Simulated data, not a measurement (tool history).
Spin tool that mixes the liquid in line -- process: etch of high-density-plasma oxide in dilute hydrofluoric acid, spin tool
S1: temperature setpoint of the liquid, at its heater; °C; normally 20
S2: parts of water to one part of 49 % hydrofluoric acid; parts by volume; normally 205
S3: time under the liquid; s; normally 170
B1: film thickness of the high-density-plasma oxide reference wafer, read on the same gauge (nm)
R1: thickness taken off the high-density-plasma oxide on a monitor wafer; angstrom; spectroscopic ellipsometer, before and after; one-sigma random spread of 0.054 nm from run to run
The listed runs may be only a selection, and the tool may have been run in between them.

run 1 hour=0 | S1=17 S2=205 S3=170 | B1=49.99 | R1=47.8
run 2 hour=95.4 | S1=17 S2=205 S3=170 | B1=49.98 | R1=47.4
run 3 hour=182.6 | S1=22.5 S2=205 S3=115 | B1=50 | R1=39.4
run 4 hour=239.5 | S1=22.5 S2=205 S3=115 | B1=50 | R1=39.7
run 5 hour=310.9 | S1=20 S2=205 S3=170 | B1=49.99 | R1=52.6
run 6 hour=391.5 | S1=20 S2=205 S3=170 | B1=50 | R1=53.2
run 7 hour=434.6 | S1=20 S2=205 S3=170 | B1=50.02 | R1=53.2
run 8 hour=487.5 | S1=20 S2=205 S3=170 | B1=49.99 | R1=52.9
run 9 hour=533.4 | S1=20 S2=205 S3=170 | B1=50 | R1=53.8
run 10 hour=617.8 | S1=20 S2=205 S3=170 | B1=49.99 | R1=54
run 11 hour=659.7 | S1=23 S2=205 S3=170 | B1=49.98 | R1=59
run 12 hour=711.5 | S1=23 S2=205 S3=170 | B1=50 | R1=59.2
run 13 hour=766 | S1=18.5 S2=275 S3=75 | B1=50 | R1=15.1
-- hour=799 gauge calibrated
run 14 hour=833.3 | S1=24.5 S2=130 S3=95 | B1=49.99 | R1=58.4
-- hour=868.6 hydrofluoric acid flow meter replaced
run 15 hour=900.6 | S1=20 S2=205 S3=170 | B1=50.01 | R1=55
run 16 hour=974.6 | S1=20 S2=205 S3=230 | B1=50.02 | R1=75.1
run 17 hour=1065.7 | S1=24.5 S2=130 S3=170 | B1=50 | R1=111.7
-- hour=1087.3 thermometer replaced
run 18 hour=1172.9 | S1=17 S2=205 S3=225 | B1=50.02 | R1=63
run 19 hour=1264.3 | S1=20 S2=120 S3=140 | B1=50.01 | R1=82.5
run 20 hour=1362.6 | S1=22 S2=175 S3=80 | B1=49.98 | R1=32.9
run 21 hour=1406.7 | S1=20 S2=205 S3=170 | B1=50 | R1=53.9
run 22 hour=1474.2 | S1=23 S2=285 S3=70 | B1=50 | R1=16.4
run 23 hour=1512 | S1=20 S2=205 S3=170 | B1=50 | R1=53.9
run 24 hour=1775.3 | S1=21.5 S2=255 S3=195 | B1=50.01 | R1=48.9
run 25 hour=1815.6 | S1=23 S2=205 S3=240 | B1=50 | R1=81.8

Exercise: give the hidden state of the tool at every run:
liquid colder than its thermometer reads (K): 0 in every run
gauge reads high (%): 0 in every run
H1: hydrofluoric acid flow below the setpoint (%)
run=1 H1=1.28
run=2 H1=1.62
run=3 H1=1.93
run=4 H1=2.13
run=5 H1=2.38
run=6 H1=2.67
run=7 H1=2.82
run=8 H1=3.01
run=9 H1=3.17
run=10 H1=3.47
run=11 H1=3.62
run=12 H1=3.8
run=13 H1=3.99
run=14 H1=4.23
run=15 H1=0.466
run=16 H1=0.728
run=17 H1=1.05
run=18 H1=1.43
run=19 H1=1.76
run=20 H1=2.1
run=21 H1=2.26
run=22 H1=2.5
run=23 H1=2.63
run=24 H1=3.57
run=25 H1=3.71
